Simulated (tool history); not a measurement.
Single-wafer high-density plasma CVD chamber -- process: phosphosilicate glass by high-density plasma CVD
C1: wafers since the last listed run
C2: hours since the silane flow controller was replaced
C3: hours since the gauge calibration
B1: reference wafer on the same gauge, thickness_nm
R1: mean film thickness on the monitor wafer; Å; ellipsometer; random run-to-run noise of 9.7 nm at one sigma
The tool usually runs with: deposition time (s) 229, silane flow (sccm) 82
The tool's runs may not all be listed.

Run 1, day 0: usual settings; C1 0; C2 974.7; C3 1391.5; B1 2040.471. Result: R1 18714 Å.
Run 2, day 2.55: usual settings but deposition time (s) 247; C1 318; C2 1035.9; C3 1452.7; B1 2040.299. Result: R1 20449.7 Å.
Run 3, day 6.971: usual settings but deposition time (s) 247; C1 551; C2 1142; C3 1558.8; B1 2042.478. Result: R1 20419.03 Å.
Run 4, day 11.204: usual settings but deposition time (s) 247; C1 528; C2 1243.6; C3 1660.4; B1 2038.952. Result: R1 20423.23 Å.
Run 5, day 15.65: usual settings; C1 554; C2 1350.3; C3 1767.1; B1 2039.793. Result: R1 18910 Å.
Run 6, day 17.317: usual settings; C1 208; C2 1390.3; C3 1807.1; B1 2036.498. Result: R1 19088.67 Å.
Run 7, day 18.888: usual settings but silane flow (sccm) 75; C1 196; C2 1428; C3 1844.8; B1 2043.164. Result: R1 17349.35 Å.
Run 8, day 22.246: usual settings but silane flow (sccm) 75; C1 419; C2 1508.6; C3 1925.4; B1 2033.619. Result: R1 17509.13 Å.
Run 9, day 27.271: usual settings but silane flow (sccm) 75; C1 627; C2 1629.2; C3 2046; B1 2042.473. Result: R1 17216.12 Å.
Run 10, day 29.079: usual settings but deposition time (s) 192; C1 225; C2 1672.6; C3 2089.4; B1 2039.304. Result: R1 15939.61 Å.
Run 11, day 31.971: usual settings but deposition time (s) 192; C1 360; C2 1742; C3 2158.8; B1 2038.529. Result: R1 15933.15 Å.
Run 12, day 34.146: usual settings but deposition time (s) 192; C1 271; C2 1794.2; C3 2211; B1 2037.974. Result: R1 15862.78 Å.
Run 13, day 38.033: usual settings; C1 485; C2 1887.5; C3 2304.3; B1 2037.888. Result: R1 19176.77 Å.
Run 14, day 40.992: usual settings; C1 369; C2 1958.5; C3 2375.3; B1 2044.722. Result: R1 19124.57 Å.
Run 15, day 44.188: usual settings; C1 398; C2 2035.2; C3 2452; B1 2044.635. Result: R1 19273.41 Å.
Run 16, day 45.821: usual settings; C1 203; C2 2074.4; C3 2491.2; B1 2039.482. Result: R1 19241.44 Å.
Run 17, day 49.846: usual settings; C1 502; C2 2171; C3 2587.8; B1 2038.715. Result: R1 19200.66 Å.
Run 18, day 52.6: usual settings; C1 343; C2 2237.1; C3 2653.9; B1 2044.709. Result: R1 19243.78 Å.
Run 19, day 55.283: usual settings; C1 334; C2 2301.5; C3 2718.3; B1 2040.674. Result: R1 19534.96 Å.
At day 55.938: gauge calibrated.
Run 20, day 59.712: usual settings but silane flow (sccm) 67; C1 552; C2 2407.8; C3 90.6; B1 2039.18. Result: R1 15763.08 Å.
Run 21, day 62.692: usual settings; C1 371; C2 2479.3; C3 162.1; B1 2040.246. Result: R1 19349.59 Å.
Run 22, day 64.8: usual settings but deposition time (s) 212; C1 263; C2 2529.9; C3 212.7; B1 2039.698. Result: R1 17984.49 Å.
Run 23, day 67.646: usual settings but deposition time (s) 183; C1 355; C2 2598.2; C3 281; B1 2036.079. Result: R1 15491.92 Å.
Run 24, day 69.533: usual settings but deposition time (s) 201, silane flow (sccm) 77; C1 235; C2 2643.5; C3 326.3; B1 2044.717. Result: R1 16205.66 Å.
Run 25, day 72.446: usual settings but deposition time (s) 208, silane flow (sccm) 67; C1 363; C2 2713.4; C3 396.2; B1 2043.795. Result: R1 14472.47 Å.
Run 26, day 75.212: usual settings but deposition time (s) 263, silane flow (sccm) 87; C1 345; C2 2779.8; C3 462.6; B1 2041.846. Result: R1 23708.24 Å.
Run 27, day 77.771: usual settings but deposition time (s) 271, silane flow (sccm) 73; C1 319; C2 2841.2; C3 524; B1 2039.197. Result: R1 20609.61 Å.
Run 28, day 80.492: usual settings but deposition time (s) 212, silane flow (sccm) 98; C1 339; C2 2906.5; C3 589.3; B1 2040.045. Result: R1 21501.45 Å.
At day 87.179: silane flow controller replaced.
Run 29, day 87.862: usual settings; C1 878; C2 16.4; C3 766.2; B1 2041.161. Result: R1 18549.77 Å.
Run 30, day 90.75: usual settings; C1 360; C2 85.7; C3 835.5; B1 2043.08. Result: R1 18405.41 Å.
Run 31, day 94.117: usual settings but deposition time (s) 259, silane flow (sccm) 68; C1 420; C2 166.5; C3 916.3; B1 2038.653. Result: R1 17400.6 Å.
Run 32, day 96.862: usual settings; C1 342; C2 232.4; C3 982.2; B1 2038.363. Result: R1 18600.7 Å.
Run 33, day 99.392: usual settings but silane flow (sccm) 72; C1 315; C2 293.1; C3 1042.9; B1 2041.365. Result: R1 16432 Å.
Run 34, day 101.983: usual settings but deposition time (s) 191, silane flow (sccm) 93; C1 323; C2 355.3; C3 1105.1; B1 2040.52. Result: R1 17405.34 Å.
Run 35, day 104.017: usual settings but deposition time (s) 216; C1 253; C2 404.1; C3 1153.9; B1 2044.114. Result: R1 17704.76 Å.
Run 36, day 106.992: usual settings but silane flow (sccm) 70; C1 371; C2 475.5; C3 1225.3; B1 2041.573. Result: R1 15856.47 Å.
Run 37, day 110.225: usual settings; C1 403; C2 553.1; C3 1302.9; B1 2038.073. Result: R1 18595.56 Å.
Run 38, day 112.842: usual settings but deposition time (s) 263, silane flow (sccm) 71; C1 326; C2 615.9; C3 1365.7; B1 2036.408. Result: R1 18559.57 Å.

Had the tool no unlogged condition, and each run kept its random variation, what would the results have been?
Hidden conditions of the tool in this case: delivered silane flow above the setpoint (%); gauge reads high (%).
run        R1
  1  18446.31
  2  20133.21
  3  20061.68
  4  20026.36
  5  18504.35
  6  18664.77
  7  16951.75
  8  17081.32
  9  16756.57
 10  15501.23
 11  15474.34
 12   15390.6
 13  18572.77
 14  18497.12
 15  18613.84
 16  18569.09
 17  18495.72
 18     18514
 19  18771.19
 20  15116.32
 21  18530.61
 22  17206.84
 23  14802.96
 24  15471.74
 25  13798.88
 26  22576.59
 27  19603.26
 28  20426.52
 29  18635.47
 30  18465.08
 31  17429.14
 32  18606.98
 33  16417.88
 34  17369.09
 35  17650.92
 36  15786.08
 37  18484.83
 38  18426.37
